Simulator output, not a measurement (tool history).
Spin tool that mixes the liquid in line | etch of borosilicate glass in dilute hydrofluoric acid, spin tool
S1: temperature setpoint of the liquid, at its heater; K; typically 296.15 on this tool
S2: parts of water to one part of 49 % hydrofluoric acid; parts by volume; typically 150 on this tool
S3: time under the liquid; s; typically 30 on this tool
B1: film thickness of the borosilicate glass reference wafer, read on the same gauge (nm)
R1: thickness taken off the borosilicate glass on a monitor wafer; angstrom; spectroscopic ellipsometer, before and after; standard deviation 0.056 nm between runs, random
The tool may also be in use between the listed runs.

| run | hour | S1 | S2 | S3 | B1 | R1 |
|---|---|---|---|---|---|---|
| 1 | 0 | 296.15 | 150 | 45 | 40 | 106.9 |
| 2 | 54.4 | 296.15 | 150 | 30 | 40 | 72.9 |
| 3 | 99.6 | 296.15 | 165 | 30 | 40 | 65.7 |
| 4 | 125.4 | 296.15 | 165 | 30 | 40.01 | 65.2 |
| 5 | 151.1 | 296.15 | 205 | 30 | 39.99 | 50.7 |
| 6 | 216.9 | 296.15 | 205 | 30 | 39.99 | 51.1 |
|  | 280.2 | hydrofluoric acid flow meter replaced |
| 7 | 281.6 | 296.15 | 205 | 30 | 39.99 | 47.3 |
| 8 | 353 | 296.15 | 150 | 30 | 39.99 | 69 |
| 9 | 403.8 | 296.15 | 150 | 30 | 40.01 | 67.9 |
| 10 | 452.8 | 296.15 | 150 | 35 | 39.99 | 79.9 |
| 11 | 506.6 | 291.15 | 210 | 40 | 40 | 50.9 |
|  | 520.9 | gauge calibrated |
|  | 531.5 | thermometer replaced |
| 12 | 576.5 | 296.15 | 150 | 50 | 39.98 | 115.3 |
| 13 | 624.1 | 293.65 | 180 | 45 | 39.99 | 77 |
| 14 | 681.8 | 296.15 | 150 | 15 | 40.02 | 34.9 |
| 15 | 734.7 | 296.15 | 150 | 30 | 40.01 | 70.5 |
| 16 | 772.1 | 298.65 | 150 | 30 | 40 | 77.1 |
| 17 | 816.7 | 294.15 | 150 | 30 | 40.02 | 65.6 |
| 18 | 856.2 | 296.15 | 150 | 30 | 39.99 | 69.8 |

Alternative continuations, all from the tool just after run 18; predict every row:
| A | 856.6 | 296.15 | 150 | 30 | ? | ? |
| B | 856.6 | 292.65 | 150 | 30 | ? | ? |
| C | 856.6 | 292.15 | 105 | 25 | ? | ? |
| D | 856.6 | 292.15 | 75 | 30 | ? | ? |
| E | 856.6 | 292.15 | 150 | 30 | ? | ? |

| run | B1 | R1 |
|---|---|---|
| A | 40.01 | 70.6 |
| B | 40.01 | 61.5 |
| C | 40.01 | 75.2 |
| D | 40.01 | 130.4 |
| E | 40.01 | 60.3 |
With the hidden condition removed and each run's random variation left untouched, the same runs would have given:
| run | R1 |
|---|---|
| A | 68.4 |
| B | 59.6 |
| C | 72.9 |
| D | 126.6 |
| E | 58.4 |
